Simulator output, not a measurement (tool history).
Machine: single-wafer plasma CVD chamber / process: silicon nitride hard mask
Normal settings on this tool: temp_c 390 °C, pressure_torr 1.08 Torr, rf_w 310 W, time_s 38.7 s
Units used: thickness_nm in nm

run,hour,temp_c,pressure_torr,rf_w,time_s,wafers since the last listed run,hours since the last thermocouple change,hours since the last RF generator calibration,hours since the last manometer calibration,hours since the showerhead was replaced,hours since the gauge calibration,"read-back reference wafer on the same gauge, thickness_nm",thickness_nm
1,0,390,1.08,310,38.7,0,2090.6,2035,3265,3944.7,647.4,47.103,38.72
# hour 22.7: capacitance manometer re-zeroed and calibrated
# hour 26.6: showerhead replaced
2,33.8,395,0.87,310,38.7,706,2124.4,2068.8,11.1,7.2,681.2,47.146,35.836
3,64.7,395,0.87,310,38.7,994,2155.3,2099.7,42,38.1,712.1,47.121,36.004
4,86.4,395,0.87,310,38.7,698,2177,2121.4,63.7,59.8,733.8,47.093,35.902
# hour 130.4: thermocouple changed; heater temperature recalibrated
5,166.2,390,0.82,310,38.7,2311,35.8,2201.2,143.5,139.6,813.6,47.088,35.114
# hour 185.2: RF generator calibrated
6,196.9,385,0.81,355,36.6,730,66.5,11.7,174.2,170.3,844.3,47.071,35.014
7,228.5,390,1.08,310,40.4,1017,98.1,43.3,205.8,201.9,875.9,47.095,39.492
# hour 236.3: gauge calibrated
8,252.7,390,1.28,250,38.7,779,122.3,67.5,230,226.1,16.4,47.078,35.057
9,273,382,1.28,310,33.4,653,142.6,87.8,250.3,246.4,36.7,47.112,34.54
10,302.9,383,1.08,310,38.7,962,172.5,117.7,280.2,276.3,66.6,47.135,37.83
11,320.5,390,1.08,310,38.7,566,190.1,135.3,297.8,293.9,84.2,47.089,37.618
12,349.3,400,1.08,345,38.7,927,218.9,164.1,326.6,322.7,113,47.089,40.015
13,371.1,395,0.87,310,38.7,701,240.7,185.9,348.4,344.5,134.8,47.1,34.905
14,388.3,378,0.94,295,38.7,553,257.9,203.1,365.6,361.7,152,47.098,35.223
# hour 412.1: RF generator calibrated, repeated, since the last time left the tool worse
15,412.6,383,1.32,295,41.8,524,282.2,0.5,389.9,386,176.3,47.107,44.715
16,438.7,380,1.08,295,38.7,840,308.3,26.6,416,412.1,202.4,47.136,38.874
17,452.4,390,1.08,355,38.7,441,322,40.3,429.7,425.8,216.1,47.119,42.856
18,479.1,399,1.21,365,44.4,859,348.7,67,456.4,452.5,242.8,47.086,51.456
19,511.3,390,0.81,360,45.6,1036,380.9,99.2,488.6,484.7,275,47.11,46.246
20,531.8,390,1.08,310,38.7,660,401.4,119.7,509.1,505.2,295.5,47.105,39.791
21,552.5,390,1.08,310,31.9,666,422.1,140.4,529.8,525.9,316.2,47.093,32.856
22,585.2,390,1.08,310,38.7,1052,454.8,173.1,562.5,558.6,348.9,47.11,39.83
23,618.8,379,1.08,310,38.7,1081,488.4,206.7,596.1,592.2,382.5,47.135,40.031
24,634.4,390,1.08,310,38.7,502,504,222.3,611.7,607.8,398.1,47.112,39.663
25,662.3,390,1.08,285,44.9,898,531.9,250.2,639.6,635.7,426,47.112,43.831
26,687.6,390,1.08,310,44.6,814,557.2,275.5,664.9,661,451.3,47.058,45.729
27,707.1,404,1.08,310,45.6,627,576.7,295,684.4,680.5,470.8,47.093,46.423

Consider 5 possible next runs. They are alternatives, not a sequence: every one starts from the tool as it was left by run 27. What does each give?
A,707.5,390,1.08,310,38.7,12,577.1,295.4,684.8,680.9,471.2,?,?
B,707.5,390,1.19,285,42.9,12,577.1,295.4,684.8,680.9,471.2,?,?
C,707.5,390,1.08,310,41.9,12,577.1,295.4,684.8,680.9,471.2,?,?
D,707.5,390,1.15,310,38.7,12,577.1,295.4,684.8,680.9,471.2,?,?
E,707.5,390,1.27,310,46.4,12,577.1,295.4,684.8,680.9,471.2,?,?

run,"read-back reference wafer on the same gauge, thickness_nm",thickness_nm
A,47.094,39.518
B,47.094,43.055
C,47.094,42.779
D,47.094,40.329
E,47.094,49.804
Without the tool's unlogged condition, the same runs would have read:
run,thickness_nm
A,39.726
B,43.288
C,43.003
D,40.541
E,50.065

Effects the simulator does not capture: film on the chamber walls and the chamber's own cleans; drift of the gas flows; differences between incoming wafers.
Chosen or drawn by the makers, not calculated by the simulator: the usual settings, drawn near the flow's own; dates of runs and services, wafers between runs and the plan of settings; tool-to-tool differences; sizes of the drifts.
